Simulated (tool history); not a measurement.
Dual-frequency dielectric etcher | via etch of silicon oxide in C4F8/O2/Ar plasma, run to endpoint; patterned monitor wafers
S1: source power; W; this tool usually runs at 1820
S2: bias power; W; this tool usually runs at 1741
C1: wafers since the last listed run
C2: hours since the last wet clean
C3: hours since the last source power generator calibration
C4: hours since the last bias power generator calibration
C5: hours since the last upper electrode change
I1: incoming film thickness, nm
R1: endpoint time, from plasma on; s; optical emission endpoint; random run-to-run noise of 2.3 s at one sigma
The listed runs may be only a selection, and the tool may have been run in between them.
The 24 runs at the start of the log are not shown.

run 25 hour=1700 | S1=2260 S2=1534 | C1=398 C2=412.7 C3=4901.3 C4=443.6 C5=1268.4 | I1=1275.2 | R1=261.5
-- hour=1746.3 source power generator calibrated
run 26 hour=1748.5 | S1=1950 S2=2105 | C1=269 C2=461.2 C3=2.2 C4=492.1 C5=1316.9 | I1=1268.6 | R1=253.1
run 27 hour=1852.5 | S1=2210 S2=2082 | C1=629 C2=565.2 C3=106.2 C4=596.1 C5=1420.9 | I1=1245.2 | R1=235.4
-- hour=1904.3 wet clean of the chamber
run 28 hour=1935 | S1=1470 S2=1520 | C1=354 C2=30.7 C3=188.7 C4=678.6 C5=1503.4 | I1=1266.8 | R1=303.7
run 29 hour=1976.9 | S1=1820 S2=1741 | C1=253 C2=72.6 C3=230.6 C4=720.5 C5=1545.3 | I1=1267.3 | R1=271
run 30 hour=2068.3 | S1=1820 S2=1512 | C1=553 C2=164 C3=322 C4=811.9 C5=1636.7 | I1=1269.2 | R1=283.8
run 31 hour=2141.7 | S1=1820 S2=1741 | C1=444 C2=237.4 C3=395.4 C4=885.3 C5=1710.1 | I1=1254.2 | R1=268.8
run 32 hour=2193.7 | S1=2270 S2=1988 | C1=314 C2=289.4 C3=447.4 C4=937.3 C5=1762.1 | I1=1261.4 | R1=239.9
run 33 hour=2404.6 | S1=1820 S2=1512 | C1=1276 C2=500.3 C3=658.3 C4=1148.2 C5=1973 | I1=1264.1 | R1=282.9
run 34 hour=2511.7 | S1=1680 S2=1741 | C1=648 C2=607.4 C3=765.4 C4=1255.3 C5=2080.1 | I1=1250 | R1=275.5
-- hour=2571.4 wet clean of the chamber
run 35 hour=2571.9 | S1=1680 S2=1486 | C1=219 C2=0.5 C3=825.6 C4=1315.5 C5=2140.3 | I1=1265.5 | R1=290.5

Below are 4 alternative next runs, each starting from the tool's condition after run 35. Predict each:
run A hour=2572.4 | S1=1820 S2=1741 | C1=3 C2=1 C3=826.1 C4=1316 C5=2140.8 | I1=1264.5 | R1=?
run B hour=2572.4 | S1=2170 S2=1366 | C1=3 C2=1 C3=826.1 C4=1316 C5=2140.8 | I1=1264.5 | R1=?
run C hour=2572.4 | S1=1390 S2=2168 | C1=3 C2=1 C3=826.1 C4=1316 C5=2140.8 | I1=1264.5 | R1=?
run D hour=2572.4 | S1=1940 S2=2027 | C1=3 C2=1 C3=826.1 C4=1316 C5=2140.8 | I1=1264.5 | R1=?

run=A R1=271.6
run=B R1=271.3
run=C R1=281.6
run=D R1=253.7
What these runs would have given with no unlogged condition in the tool:
run=A R1=271.6
run=B R1=271.3
run=C R1=281.6
run=D R1=253.7
